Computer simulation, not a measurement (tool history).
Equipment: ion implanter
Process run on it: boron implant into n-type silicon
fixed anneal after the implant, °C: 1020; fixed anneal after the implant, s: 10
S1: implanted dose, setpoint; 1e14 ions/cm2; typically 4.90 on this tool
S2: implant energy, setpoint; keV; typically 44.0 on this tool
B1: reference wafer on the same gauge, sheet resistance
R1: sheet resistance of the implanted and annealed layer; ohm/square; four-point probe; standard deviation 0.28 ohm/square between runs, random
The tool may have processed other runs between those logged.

| run | hour | S1 | S2 | B1 | R1 |
|---|---|---|---|---|---|
| 1 | 0.0 | 5.76 | 53.5 | 159.99 | 163.46 |
| 2 | 67.4 | 4.90 | 56.0 | 160.08 | 185.19 |
| 3 | 90.9 | 4.90 | 56.0 | 160.00 | 185.21 |
| 4 | 123.3 | 4.90 | 47.5 | 160.00 | 189.03 |
| 5 | 150.9 | 4.90 | 47.5 | 159.98 | 188.89 |
| 6 | 162.9 | 4.90 | 47.5 | 160.01 | 188.74 |
| 7 | 191.5 | 4.90 | 44.0 | 159.97 | 191.32 |
| 8 | 222.1 | 4.90 | 44.0 | 160.02 | 190.62 |
| 9 | 238.5 | 4.90 | 44.0 | 159.98 | 191.04 |
| 10 | 273.7 | 4.90 | 44.0 | 160.04 | 191.34 |
| 11 | 304.9 | 4.90 | 44.0 | 159.94 | 191.72 |
| 12 | 327.9 | 4.90 | 44.0 | 160.05 | 191.59 |
| 13 | 343.0 | 4.90 | 44.0 | 159.97 | 191.94 |
| 14 | 362.9 | 4.90 | 44.0 | 160.05 | 191.93 |
| 15 | 376.6 | 3.52 | 38.5 | 160.05 | 255.09 |
| 16 | 399.5 | 4.90 | 44.0 | 159.96 | 191.74 |
| 17 | 418.0 | 5.32 | 52.5 | 160.02 | 176.88 |
| 18 | 437.6 | 6.05 | 44.0 | 159.94 | 162.11 |
| 19 | 461.0 | 4.90 | 44.0 | 159.91 | 192.88 |
| 20 | 481.5 | 4.90 | 51.0 | 160.02 | 190.07 |
|  | 488.5 | gauge calibrated |
| 21 | 505.5 | 4.90 | 35.0 | 159.93 | 197.81 |
|  | 530.6 | Faraday cup replaced and dose calibrated |
| 22 | 539.9 | 3.52 | 54.5 | 159.98 | 241.36 |
| 23 | 568.9 | 4.90 | 44.0 | 159.93 | 188.80 |
|  | 599.9 | extraction supply calibrated |
| 24 | 600.4 | 4.90 | 44.0 | 160.00 | 189.15 |
| 25 | 629.2 | 6.27 | 37.0 | 160.02 | 157.72 |
| 26 | 710.9 | 6.18 | 31.0 | 160.02 | 162.87 |
| 27 | 731.8 | 5.92 | 55.5 | 159.96 | 159.65 |
| 28 | 751.6 | 4.90 | 44.0 | 160.06 | 190.17 |

4 ways to go on from here, each from the tool as it stands after run 28. What would each give?
| A | 752.0 | 4.90 | 44.0 | ? | ? |
| B | 752.0 | 3.52 | 38.0 | ? | ? |
| C | 752.0 | 4.90 | 34.0 | ? | ? |
| D | 752.0 | 5.81 | 59.0 | ? | ? |

| run | B1 | R1 |
|---|---|---|
| A | 159.93 | 190.26 |
| B | 159.93 | 252.61 |
| C | 159.93 | 195.49 |
| D | 159.93 | 161.67 |
With no hidden state in the tool, these same runs would have given:
| run | R1 |
|---|---|
| A | 189.06 |
| B | 251.03 |
| C | 194.24 |
| D | 160.67 |
